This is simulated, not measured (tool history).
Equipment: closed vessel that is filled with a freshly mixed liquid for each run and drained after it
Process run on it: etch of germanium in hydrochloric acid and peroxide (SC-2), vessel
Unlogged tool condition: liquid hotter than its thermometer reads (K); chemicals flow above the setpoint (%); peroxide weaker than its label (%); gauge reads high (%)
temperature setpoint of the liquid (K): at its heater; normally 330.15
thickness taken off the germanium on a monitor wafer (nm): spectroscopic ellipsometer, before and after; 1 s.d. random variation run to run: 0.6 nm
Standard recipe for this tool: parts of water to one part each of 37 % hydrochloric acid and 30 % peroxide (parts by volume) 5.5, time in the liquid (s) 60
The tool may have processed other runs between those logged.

run   hour  temperature setpoint of the liquid (K)  parts of water to one part each of 37 % hydrochloric acid and 30 % peroxide (parts by volume)  time in the liquid (s)  wafers since the last listed run  hours since the thermometer was replaced  hours since the chemicals flow meter was replaced  hours since the drum of peroxide was connected  hours since the gauge calibration  read-back film thickness of the germanium reference wafer, read on the same gauge (nm)  thickness taken off the germanium on a monitor wafer (nm)
  1      0                                  330.15                                                                                            5.5                      60                                 0                                    2406.7                                              265.1                                           244.5                              155.1                                                                                   60.62                                                     150.75
  2   19.7                                  330.15                                                                                            5.5                      60                              2744                                    2426.4                                              284.8                                           264.2                              174.8                                                                                   60.64                                                     149.89
  3     37                                  330.15                                                                                            5.5                      60                              2410                                    2443.7                                              302.1                                           281.5                              192.1                                                                                   60.69                                                     150.36
  4   59.9                                  330.15                                                                                            5.5                      60                              3190                                    2466.6                                                325                                           304.4                                215                                                                                   60.73                                                     150.18
  5   72.7                                  330.15                                                                                            5.5                      60                              1783                                    2479.4                                              337.8                                           317.2                              227.8                                                                                   60.72                                                     149.54
  6  106.2                                  330.15                                                                                            5.5                      35                              4667                                    2512.9                                              371.3                                           350.7                              261.3                                                                                   60.77                                                      87.27
  7  122.8                                  330.15                                                                                            5.5                      35                              2312                                    2529.5                                              387.9                                           367.3                              277.9                                                                                    60.8                                                      87.55
  8  135.5                                  330.15                                                                                            7.5                      35                              1769                                    2542.2                                              400.6                                             380                              290.6                                                                                    60.8                                                      86.48
     158.4  -- thermometer replaced
  9  168.9                                  330.15                                                                                            7.5                      35                              4514                                      10.5                                                434                                           413.4                                324                                                                                    60.8                                                      86.37
 10  192.2                                  330.15                                                                                            5.5                      45                              3246                                      33.8                                              457.3                                           436.7                              347.3                                                                                   60.78                                                     112.41
       218  -- gauge calibrated
 11    218                                  330.15                                                                                            5.5                      60                              3594                                      59.6                                              483.1                                           462.5                                  0                                                                                   59.95                                                     148.15
     244.8  -- chemicals flow meter replaced
 12  249.3                                  324.15                                                                                            5.5                      60                              4221                                      90.9                                                4.5                                           493.8                               31.3                                                                                   60.17                                                     123.57
 13  264.1                                  333.15                                                                                              4                      60                              2062                                     105.7                                               19.3                                           508.6                               46.1                                                                                   60.23                                                     165.62
     291.4  -- new drum of peroxide connected
 14  295.7                                  330.15                                                                                            5.5                      60                              4263                                     137.3                                               50.9                                             4.3                               77.7                                                                                   60.41                                                        150
 15  328.6                                  330.15                                                                                            7.5                      60                              4583                                     170.2                                               83.8                                            37.2                              110.6                                                                                   60.52                                                     147.27
 16  408.5                                  334.65                                                                                              4                      80                             11132                                     250.1                                              163.7                                           117.1                              190.5                                                                                    60.7                                                     230.56
 17  443.2                                  326.15                                                                                              7                      45                              4834                                     284.8                                              198.4                                           151.8                              225.2                                                                                    60.7                                                      98.89
 18  476.7                                  325.65                                                                                            6.5                      75                              4667                                     318.3                                              231.9                                           185.3                              258.7                                                                                   60.72                                                     163.15
 19    508                                  321.15                                                                                            4.5                      30                              4360                                     349.6                                              263.2                                           216.6                                290                                                                                   60.78                                                      57.01

Consider 3 possible next runs. They are alternatives, not a sequence: every one starts from the tool as it was left by run 19. What does each give?
  A  508.7                                  330.15                                                                                            5.5                      60                                97                                     350.3                                              263.9                                           217.3                              290.7                                                                                       ?                                                          ?
  B  508.7                                  330.15                                                                                              8                      60                                97                                     350.3                                              263.9                                           217.3                              290.7                                                                                       ?                                                          ?
  C  508.7                                  330.15                                                                                            5.5                      30                                97                                     350.3                                              263.9                                           217.3                              290.7                                                                                       ?                                                          ?

run  read-back film thickness of the germanium reference wafer, read on the same gauge (nm)  thickness taken off the germanium on a monitor wafer (nm)
  A                                                                                   60.83                                                     149.18
  B                                                                                   60.83                                                     146.06
  C                                                                                   60.83                                                      74.59
Had the tool no hidden state, the same runs would have come out as:
run  thickness taken off the germanium on a monitor wafer (nm)
  A                                                     147.24
  B                                                     144.16
  C                                                      73.62
